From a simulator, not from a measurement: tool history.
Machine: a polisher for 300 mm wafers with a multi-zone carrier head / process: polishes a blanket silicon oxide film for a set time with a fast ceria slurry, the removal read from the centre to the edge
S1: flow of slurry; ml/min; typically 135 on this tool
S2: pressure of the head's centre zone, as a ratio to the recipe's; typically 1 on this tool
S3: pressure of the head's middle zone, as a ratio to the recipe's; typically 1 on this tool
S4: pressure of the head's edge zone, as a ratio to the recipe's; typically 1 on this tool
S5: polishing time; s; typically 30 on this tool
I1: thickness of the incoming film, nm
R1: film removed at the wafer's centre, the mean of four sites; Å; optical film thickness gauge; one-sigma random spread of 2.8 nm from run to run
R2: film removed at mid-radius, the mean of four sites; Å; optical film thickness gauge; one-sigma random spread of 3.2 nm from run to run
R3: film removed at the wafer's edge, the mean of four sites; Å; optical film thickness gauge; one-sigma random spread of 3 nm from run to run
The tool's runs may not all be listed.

run,day,S1,S2,S3,S4,S5,I1,R1,R2,R3
1,0,135,1,1,1,30,2567.6,2742,2738,2889
2,1.342,135,1,1,1,30,2509.4,2753,2710,2822
3,1.846,135,1,1,1,30,2507.9,2770,2704,2786
4,2.662,135,1.09,1,1,30,2500.4,2925,2705,2741
5,3.875,135,1.09,1,1,30,2504.5,2936,2644,2783
6,4.417,135,1.09,1,1,30,2538.5,2874,2702,2730
# day 4.654: worn pad replaced by a new one
7,5.192,135,1,1,1,30,2536.2,2754,2734,2852
8,6.079,155,1.09,1.12,1.06,30,2504.5,3059,3043,2918
# day 7.242: edge zone pressure recalibrated
# day 7.246: carrier head's membrane replaced by a new one
9,7.267,95,1,1.05,1,30,2480.1,2596,2755,2689
10,8.162,120,1.1,1,1.03,36,2519.7,3617,3180,3376
# day 9.112: centre zone pressure recalibrated
11,9.133,135,1.07,1,1,30,2496,2958,2664,2801
12,9.862,135,1,1,1,30,2494.4,2742,2772,2814
# day 9.908: slurry nozzle cleaned
13,10.762,135,0.9,0.97,1,30,2526.5,2451,2675,2792
14,12.192,135,1,0.9,1,30,2529.6,2686,2540,2766
# day 13.054: worn pad replaced by a new one
15,13.158,135,1,1.1,1,30,2534.5,2721,2929,2824

5 options for the next run, each taken on its own from the tool as it stands now. Forecast them:
A,13.175,135,0.95,1,1,30,2476.4,?,?,?
B,13.175,135,1,1,1.11,22,2476.4,?,?,?
C,13.175,135,0.91,1,1,30,2476.4,?,?,?
D,13.175,135,1.03,1,1.05,30,2476.4,?,?,?
E,13.175,170,1,1,1,30,2476.4,?,?,?

run,R1,R2,R3
A,2613,2726,2822
B,2018,1999,2146
C,2502,2727,2822
D,2835,2725,2869
E,2860,2820,2891
With no hidden state in the tool, these same runs would have given:
run,R1,R2,R3
A,2632,2746,2841
B,2032,2013,2162
C,2520,2746,2841
D,2855,2744,2890
E,2881,2840,2912

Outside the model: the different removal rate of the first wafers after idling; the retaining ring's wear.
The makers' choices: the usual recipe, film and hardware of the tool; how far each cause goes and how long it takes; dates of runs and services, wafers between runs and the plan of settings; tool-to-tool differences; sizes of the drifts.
